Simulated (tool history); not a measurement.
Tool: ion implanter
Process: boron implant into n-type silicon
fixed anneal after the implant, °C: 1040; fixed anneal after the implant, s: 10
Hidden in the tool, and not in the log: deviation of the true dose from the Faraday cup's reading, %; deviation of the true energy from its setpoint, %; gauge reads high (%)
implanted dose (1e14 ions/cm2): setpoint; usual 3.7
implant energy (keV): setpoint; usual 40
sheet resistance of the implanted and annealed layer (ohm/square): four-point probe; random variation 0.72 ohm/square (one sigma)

run    day  implanted dose (1e14 ions/cm2)  implant energy (keV)  wafers since the last listed run  hours since the last dose calibration  hours since the extraction supply was calibrated  hours since the gauge calibration  read-back reference wafer on the same gauge, sheet resistance  sheet resistance of the implanted and annealed layer (ohm/square)
  1      0                            2.82                    40                                 0                                   1049                                            3816.9                              224.2                                                         291.95                                                             299.29
  2  0.575                            3.01                    40                               165                                 1062.8                                            3830.7                                238                                                         291.94                                                             285.94
  3  1.262                            3.04                    40                               197                                 1079.3                                            3847.2                              254.5                                                         292.02                                                             280.56
  4  2.267                            3.04                    40                               289                                 1103.4                                            3871.3                              278.6                                                         291.91                                                             281.22
     2.567  -- gauge calibrated
  5  2.617                             3.7                    40                               100                                 1111.8                                            3879.7                                1.2                                                         292.05                                                             240.22
  6  2.992                             3.7                    35                               107                                 1120.8                                            3888.7                               10.2                                                         291.99                                                             243.45
  7  3.688                             3.7                    35                               200                                 1137.5                                            3905.4                               26.9                                                         291.89                                                             243.77
  8      4                             3.7                    35                                89                                   1145                                            3912.9                               34.4                                                         291.92                                                             244.12
  9  4.312                             3.7                  45.5                                89                                 1152.5                                            3920.4                               41.9                                                         292.13                                                             235.99
 10  4.896                             3.7                  45.5                               167                                 1166.5                                            3934.4                               55.9                                                         292.09                                                             235.47
     5.617  -- Faraday cup replaced and dose calibrated
 11  5.638                             3.7                    40                               117                                    0.5                                            3952.2                               73.7                                                          291.7                                                             253.19
 12  5.917                             3.7                    40                                80                                    7.2                                            3958.9                               80.4                                                         291.82                                                             251.95
 13  6.208                             3.7                    40                                83                                   14.2                                            3965.9                               87.4                                                         291.97                                                             252.11
 14  6.792                            4.36                    36                               167                                   28.2                                            3979.9                              101.4                                                         291.85                                                              222.1
 15  7.429                             3.7                  43.5                               183                                   43.5                                            3995.2                              116.7                                                         291.93                                                             248.79
 16  8.008                            4.19                    45                               166                                   57.4                                            4009.1                              130.6                                                         292.04                                                             224.07
 17  8.533                             3.7                    40                               151                                     70                                            4021.7                              143.2                                                         291.96                                                             250.99

The next listed run, before its measurement:
 18  8.929                            3.31                  35.5                               113                                   79.5                                            4031.2                              152.7                                                              ?                                                                  ?

read-back reference wafer on the same gauge, sheet resistance: 292.1
sheet resistance of the implanted and annealed layer (ohm/square): 278.77
Without the tool's hidden state the same run would have given sheet resistance of the implanted and annealed layer (ohm/square) 277.37.

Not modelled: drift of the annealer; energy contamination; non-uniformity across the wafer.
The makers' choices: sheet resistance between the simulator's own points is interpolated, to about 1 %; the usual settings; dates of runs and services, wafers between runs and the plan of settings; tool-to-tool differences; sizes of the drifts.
